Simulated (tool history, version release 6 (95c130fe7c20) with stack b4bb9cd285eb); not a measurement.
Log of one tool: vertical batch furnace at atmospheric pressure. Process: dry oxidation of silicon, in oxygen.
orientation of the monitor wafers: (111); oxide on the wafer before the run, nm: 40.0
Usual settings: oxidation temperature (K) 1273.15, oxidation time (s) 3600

run	hour	oxidation temperature (K)	oxidation time (s)	wafers since the last listed run	hours since the last temperature calibration	hours since the boat lift was adjusted	hours since the gauge calibration	read-back reference wafer on the same gauge, thickness	oxide thickness on the monitor wafer (nm)
1	0.0	1273.15	3600	0	1643.5	3250.1	356.9	73.40	86.97
2	20.7	1273.15	3600	255	1664.2	3270.8	377.6	73.32	86.95
3	56.6	1273.15	3600	443	1700.1	3306.7	413.5	73.28	86.86
4	68.7	1273.15	3600	149	1712.2	3318.8	425.6	73.19	86.62
5	93.3	1273.15	3600	303	1736.8	3343.4	450.2	73.12	86.51
6	118.8	1278.15	4560	314	1762.3	3368.9	475.7	73.12	98.85
7	147.5	1273.15	3600	354	1791.0	3397.6	504.4	72.99	86.55
8	167.6	1267.15	3600	248	1811.1	3417.7	524.5	72.99	83.99
9	200.7	1287.15	3600	408	1844.2	3450.8	557.6	72.94	92.79
10	230.9	1287.15	3600	372	1874.4	3481.0	587.8	72.83	92.78
11	258.2	1287.15	3600	336	1901.7	3508.3	615.1	72.79	92.35
12	338.5	1273.15	3600	991	1982.0	3588.6	695.4	72.57	86.28
# hour 343.5: gauge calibrated
13	365.9	1273.15	3600	338	2009.4	3616.0	22.4	73.98	87.97
14	399.4	1273.15	3600	413	2042.9	3649.5	55.9	73.97	87.83
15	421.8	1273.15	3600	276	2065.3	3671.9	78.3	73.89	87.51
16	434.7	1273.15	3600	159	2078.2	3684.8	91.2	73.89	87.86
17	463.1	1273.15	3600	350	2106.6	3713.2	119.6	73.80	87.11
18	483.1	1273.15	3600	246	2126.6	3733.2	139.6	73.77	87.91
19	500.6	1273.15	2850	216	2144.1	3750.7	157.1	73.69	79.00
20	521.4	1273.15	3600	256	2164.9	3771.5	177.9	73.62	87.68
21	544.7	1273.15	3600	287	2188.2	3794.8	201.2	73.64	87.56
# hour 578.3: thermocouples replaced and temperature profile calibrated
22	578.8	1273.15	3600	124	0.5	3828.9	235.3	73.58	87.33
23	582.6	1273.15	1800	46	4.3	3832.7	239.1	73.51	66.15
24	609.9	1291.15	2760	336	31.6	3860.0	266.4	73.46	84.33
25	626.0	1261.15	5100	198	47.7	3876.1	282.5	73.45	95.98
26	643.5	1298.15	4860	216	65.2	3893.6	300.0	73.40	113.22
27	669.9	1288.15	3090	325	91.6	3920.0	326.4	73.28	87.26
28	702.2	1273.15	2280	398	123.9	3952.3	358.7	73.29	71.99
# hour 734.9: boat lift adjusted
29	735.4	1260.15	3600	113	157.1	0.5	391.9	73.18	81.49
30	761.8	1283.15	3600	325	183.5	26.9	418.3	73.11	91.01
31	794.4	1273.15	3120	402	216.1	59.5	450.9	73.07	81.00
32	817.9	1287.15	3600	290	239.6	83.0	474.4	72.96	92.76
33	847.5	1273.15	2910	365	269.2	112.6	504.0	72.92	79.21
34	882.5	1293.15	3600	432	304.2	147.6	539.0	72.84	95.67
35	907.9	1273.15	5250	313	329.6	173.0	564.4	72.72	103.56
36	940.3	1297.15	4620	399	362.0	205.4	596.8	72.74	109.22
37	953.4	1288.15	1890	161	375.1	218.5	609.9	72.68	70.50
38	988.1	1273.15	3600	428	409.8	253.2	644.6	72.61	86.16
39	1000.1	1295.15	2550	148	421.8	265.2	656.6	72.63	82.09
40	1016.5	1254.15	4140	202	438.2	281.6	673.0	72.50	83.53

What the log doesn't show, run by run:
true tube temperature minus thermocouple reading, K: 0 in every run
monitor wafer colder than the profiled boat position, K: 0 in every run
H1: gauge reads high (%)
run	H1
1	-1.12
2	-1.19
3	-1.3
4	-1.33
5	-1.41
6	-1.49
7	-1.58
8	-1.64
9	-1.74
10	-1.83
11	-1.92
12	-2.16
13	-0.255
14	-0.358
15	-0.426
16	-0.466
17	-0.553
18	-0.614
19	-0.668
20	-0.732
21	-0.803
22	-0.908
23	-0.919
24	-1
25	-1.05
26	-1.11
27	-1.19
28	-1.29
29	-1.39
30	-1.47
31	-1.57
32	-1.64
33	-1.73
34	-1.84
35	-1.92
36	-2.02
37	-2.06
38	-2.16
39	-2.2
40	-2.25
